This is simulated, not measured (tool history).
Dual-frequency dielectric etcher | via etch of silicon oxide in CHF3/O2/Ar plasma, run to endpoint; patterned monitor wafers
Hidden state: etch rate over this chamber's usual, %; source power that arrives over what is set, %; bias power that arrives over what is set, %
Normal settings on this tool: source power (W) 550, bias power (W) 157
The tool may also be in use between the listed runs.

run,hour,source power (W),bias power (W),wafers since the last listed run,hours since the last wet clean,hours since the last source power generator calibration,hours since the last bias power generator calibration,hours since the last upper electrode change,"incoming incoming film thickness, nm",endpoint time (s)
1,0.0,460,157,0,432.0,3202.0,1507.4,5519.3,433.7,285.7
# hour 32.4: wet clean of the chamber
2,86.3,460,157,286,53.9,3288.3,1593.7,5605.6,427.8,275.3
3,162.4,460,157,349,130.0,3364.4,1669.8,5681.7,431.3,279.2
4,232.9,500,157,324,200.5,3434.9,1740.3,5752.2,433.3,269.2
5,309.5,550,157,352,277.1,3511.5,1816.9,5828.8,429.9,256.9
6,394.7,550,157,391,362.3,3596.7,1902.1,5914.0,431.0,259.6
# hour 457.6: upper electrode replaced
# hour 503.8: wet clean of the chamber
7,504.3,550,157,283,0.5,3706.3,2011.7,46.7,430.9,254.9
8,570.6,650,157,304,66.8,3772.6,2078.0,113.0,432.3,239.6
# hour 600.0: bias power generator calibrated
# hour 629.3: source power generator calibrated
9,659.0,650,157,369,155.2,29.7,59.0,201.4,428.3,237.6
10,796.8,490,183,633,293.0,167.5,196.8,339.2,429.3,255.8
11,884.2,460,129,401,380.4,254.9,284.2,426.6,432.3,309.4
12,921.1,550,157,169,417.3,291.8,321.1,463.5,433.8,262.1
13,965.3,590,128,203,461.5,336.0,365.3,507.7,432.3,278.2
14,1032.8,550,138,310,529.0,403.5,432.8,575.2,428.7,275.3
# hour 1059.1: wet clean of the chamber
15,1103.7,450,157,215,44.6,474.4,503.7,646.1,429.7,280.7
16,1156.0,430,130,240,96.9,526.7,556.0,698.4,429.3,310.8
17,1416.7,590,184,1198,357.6,787.4,816.7,959.1,431.7,234.2
18,1512.0,550,157,438,452.9,882.7,912.0,1054.4,431.5,257.7

3 options for the next run, each taken on its own from the tool as it stands now. Forecast them:
A,1512.5,550,157,2,453.4,883.2,912.5,1054.9,430.7,?
B,1512.5,480,124,2,453.4,883.2,912.5,1054.9,430.7,?
C,1512.5,450,120,2,453.4,883.2,912.5,1054.9,430.7,?

run,endpoint time (s)
A,259.0
B,306.4
C,321.0
What these runs would have given with no unlogged condition in the tool:
run,endpoint time (s)
A,254.3
B,300.8
C,315.2
